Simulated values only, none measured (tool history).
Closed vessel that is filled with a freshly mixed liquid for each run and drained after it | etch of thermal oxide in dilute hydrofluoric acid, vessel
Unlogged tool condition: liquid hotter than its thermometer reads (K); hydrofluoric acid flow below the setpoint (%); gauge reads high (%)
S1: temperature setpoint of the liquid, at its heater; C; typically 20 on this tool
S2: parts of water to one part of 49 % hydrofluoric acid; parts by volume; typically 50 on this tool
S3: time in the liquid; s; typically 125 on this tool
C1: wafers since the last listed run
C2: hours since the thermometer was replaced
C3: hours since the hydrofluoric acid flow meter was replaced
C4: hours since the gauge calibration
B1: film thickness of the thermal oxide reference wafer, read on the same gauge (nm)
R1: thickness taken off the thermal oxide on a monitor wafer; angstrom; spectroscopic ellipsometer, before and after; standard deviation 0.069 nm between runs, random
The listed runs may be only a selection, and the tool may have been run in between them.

run 1 hour=0 | S1=20 S2=50 S3=125 | C1=0 C2=303.5 C3=436.6 C4=295.4 | B1=60 | R1=94.5
run 2 hour=122.6 | S1=20 S2=50 S3=125 | C1=14697 C2=426.1 C3=559.2 C4=418 | B1=59.99 | R1=95.5
run 3 hour=150.9 | S1=20 S2=50 S3=125 | C1=3392 C2=454.4 C3=587.5 C4=446.3 | B1=60 | R1=95.4
-- hour=174.1 thermometer replaced
run 4 hour=214 | S1=20 S2=50 S3=125 | C1=7444 C2=39.9 C3=650.6 C4=509.4 | B1=59.94 | R1=95
run 5 hour=247.7 | S1=20 S2=50 S3=125 | C1=4039 C2=73.6 C3=684.3 C4=543.1 | B1=59.99 | R1=94.7
run 6 hour=286.4 | S1=20 S2=50 S3=125 | C1=4639 C2=112.3 C3=723 C4=581.8 | B1=59.98 | R1=94.5
run 7 hour=329.5 | S1=20 S2=50 S3=125 | C1=5166 C2=155.4 C3=766.1 C4=624.9 | B1=59.99 | R1=94.2
-- hour=365.3 hydrofluoric acid flow meter replaced
run 8 hour=399.8 | S1=20 S2=50 S3=155 | C1=8307 C2=225.7 C3=34.5 C4=695.2 | B1=59.97 | R1=119.1
run 9 hour=444.6 | S1=20 S2=50 S3=125 | C1=5370 C2=270.5 C3=79.3 C4=740 | B1=59.99 | R1=94.6
run 10 hour=497.8 | S1=20 S2=50 S3=125 | C1=6377 C2=323.7 C3=132.5 C4=793.2 | B1=60.06 | R1=93.9
-- hour=549.6 gauge calibrated
run 11 hour=566.2 | S1=20 S2=50 S3=125 | C1=8199 C2=392.1 C3=200.9 C4=16.6 | B1=59.99 | R1=92.7
run 12 hour=603.7 | S1=20 S2=50 S3=125 | C1=4495 C2=429.6 C3=238.4 C4=54.1 | B1=60.02 | R1=93.9
run 13 hour=628.1 | S1=20 S2=50 S3=125 | C1=2925 C2=454 C3=262.8 C4=78.5 | B1=59.99 | R1=94.7
-- hour=692.4 thermometer replaced
run 14 hour=694.8 | S1=20 S2=50 S3=125 | C1=7875 C2=2.4 C3=329.5 C4=145.2 | B1=60.04 | R1=93.8
run 15 hour=751.4 | S1=25 S2=50 S3=175 | C1=6785 C2=59 C3=386.1 C4=201.8 | B1=59.98 | R1=164.1
run 16 hour=790.9 | S1=24 S2=70 S3=95 | C1=4735 C2=98.5 C3=425.6 C4=241.3 | B1=60.02 | R1=59.8
run 17 hour=856.6 | S1=20 S2=50 S3=165 | C1=7875 C2=164.2 C3=491.3 C4=307 | B1=59.97 | R1=123.8
run 18 hour=905.7 | S1=17.5 S2=35 S3=95 | C1=5886 C2=213.3 C3=540.4 C4=356.1 | B1=59.98 | R1=93
run 19 hour=955.1 | S1=18.5 S2=50 S3=150 | C1=5921 C2=262.7 C3=589.8 C4=405.5 | B1=60.03 | R1=107.9
run 20 hour=979.9 | S1=20 S2=50 S3=190 | C1=2972 C2=287.5 C3=614.6 C4=430.3 | B1=59.99 | R1=143.5
run 21 hour=1021 | S1=25 S2=65 S3=125 | C1=4926 C2=328.6 C3=655.7 C4=471.4 | B1=60 | R1=88.2
run 22 hour=1051 | S1=20 S2=50 S3=125 | C1=3596 C2=358.6 C3=685.7 C4=501.4 | B1=59.96 | R1=95.5
run 23 hour=1106.3 | S1=24.5 S2=50 S3=145 | C1=6629 C2=413.9 C3=741 C4=556.7 | B1=59.95 | R1=130.4
-- hour=1165 thermometer replaced
run 24 hour=1180.1 | S1=20 S2=50 S3=125 | C1=8727 C2=15.1 C3=814.8 C4=630.5 | B1=60.02 | R1=94.8

State the hidden condition of the tool at each of the runs:
liquid hotter than its thermometer reads (K): 0 in every run
hydrofluoric acid flow below the setpoint (%): 0 in every run
gauge reads high (%): 0 in every run
